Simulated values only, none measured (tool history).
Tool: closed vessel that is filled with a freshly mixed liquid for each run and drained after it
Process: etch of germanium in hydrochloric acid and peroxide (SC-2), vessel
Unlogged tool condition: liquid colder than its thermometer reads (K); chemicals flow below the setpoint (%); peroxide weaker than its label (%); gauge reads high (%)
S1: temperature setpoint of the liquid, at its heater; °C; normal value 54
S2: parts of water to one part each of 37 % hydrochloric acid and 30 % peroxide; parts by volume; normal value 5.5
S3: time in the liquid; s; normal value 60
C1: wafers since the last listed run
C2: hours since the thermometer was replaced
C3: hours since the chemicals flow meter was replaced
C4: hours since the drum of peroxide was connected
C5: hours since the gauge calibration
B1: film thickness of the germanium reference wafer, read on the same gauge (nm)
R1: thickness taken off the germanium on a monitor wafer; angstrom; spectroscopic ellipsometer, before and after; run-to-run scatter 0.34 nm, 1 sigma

run	hour	S1	S2	S3	C1	C2	C3	C4	C5	B1	R1
1	0	54	5.5	60	0	761.6	410.4	932.2	168.9	69.98	1650.6
2	34.8	54	5.5	60	4530	796.4	445.2	967	203.7	69.99	1648.9
3	66.9	54	5.5	60	4178	828.5	477.3	999.1	235.8	70.03	1651.2
4	80.1	54	5.5	60	1718	841.7	490.5	1012.3	249	70	1650.1
5	97.3	54	5.5	60	2238	858.9	507.7	1029.5	266.2	70.02	1648.9
6	111	54	7.5	35	1783	872.6	521.4	1043.2	279.9	69.99	949.3
7	131.7	54	7.5	35	2694	893.3	542.1	1063.9	300.6	70	946.8
8	155.6	54	4	60	3111	917.2	566	1087.8	324.5	70	1661.1
9	182.8	54	4	60	3540	944.4	593.2	1115	351.7	70	1652.6
10	197.2	54	5.5	60	1874	958.8	607.6	1129.4	366.1	70	1641.4
11	213.2	54	5.5	60	2082	974.8	623.6	1145.4	382.1	69.99	1647.3
12	242.2	54	5.5	60	3775	1003.8	652.6	1174.4	411.1	69.99	1650.2
13	271.3	54	5.5	60	3788	1032.9	681.7	1203.5	440.2	69.99	1642.5
# hour 281.5: thermometer replaced
14	297.7	49.5	6.5	35	3306	16.2	708.1	1229.9	466.6	70.01	843.4
# hour 311.1: new drum of peroxide connected
15	312.1	54	8	60	1744	30.6	722.5	1	481	70.01	1644.7
16	335	58	6.5	60	2980	53.5	745.4	23.9	503.9	70.02	1880.2
# hour 363.3: chemicals flow meter replaced
17	367.5	54	5.5	60	4100	86	4.2	56.4	536.4	70.02	1675.5
18	387.7	46.5	7	80	2629	106.2	24.4	76.6	556.6	69.97	1734.8
19	400.8	54	4.5	80	1705	119.3	37.5	89.7	569.7	70.03	2245.6
20	423.5	54	5.5	60	2954	142	60.2	112.4	592.4	70.02	1671.6
21	440.2	54	5.5	60	2173	158.7	76.9	129.1	609.1	70.01	1668.2
# hour 448.1: gauge calibrated
22	470	54	5.5	60	3879	188.5	106.7	158.9	21.9	70.01	1675.3
23	486.3	57.5	5.5	70	2121	204.8	123	175.2	38.2	69.98	2167.2
24	511.1	54	7.5	60	3228	229.6	147.8	200	63	70.02	1643.6
25	539.7	54	5.5	60	3722	258.2	176.4	228.6	91.6	70.01	1666.1
26	559.7	50.5	7.5	40	2603	278.2	196.4	248.6	111.6	70	983.3
27	584.5	58.5	4	95	3228	303	221.2	273.4	136.4	70	3064.1
28	601.5	54	5.5	60	2212	320	238.2	290.4	153.4	70	1664
29	623.1	47.5	5.5	35	2811	341.6	259.8	312	175	70.01	788.7

Across each entry between runs, compare the hidden state at the last listed run before it with the hidden state at the first listed run after it:
Between runs 13 and 14: thermometer replaced (hour 281.5)
  liquid colder than its thermometer reads (K): 0.702 -> 0.0556
  measured value less the no-hidden-state value, R1: -36.5 -> -1.6 angstrom
Between runs 14 and 15: new drum of peroxide connected (hour 311.1)
  liquid colder than its thermometer reads (K): 0.0556 -> 0.065
  measured value less the no-hidden-state value, R1: -1.6 -> -3.6 angstrom
Between runs 16 and 17: chemicals flow meter replaced (hour 363.3)
  liquid colder than its thermometer reads (K): 0.08 -> 0.101
  measured value less the no-hidden-state value, R1: -4.6 -> -5.2 angstrom
Between runs 21 and 22: gauge calibrated (hour 448.1)
  liquid colder than its thermometer reads (K): 0.149 -> 0.168
  measured value less the no-hidden-state value, R1: -7.9 -> -8.9 angstrom

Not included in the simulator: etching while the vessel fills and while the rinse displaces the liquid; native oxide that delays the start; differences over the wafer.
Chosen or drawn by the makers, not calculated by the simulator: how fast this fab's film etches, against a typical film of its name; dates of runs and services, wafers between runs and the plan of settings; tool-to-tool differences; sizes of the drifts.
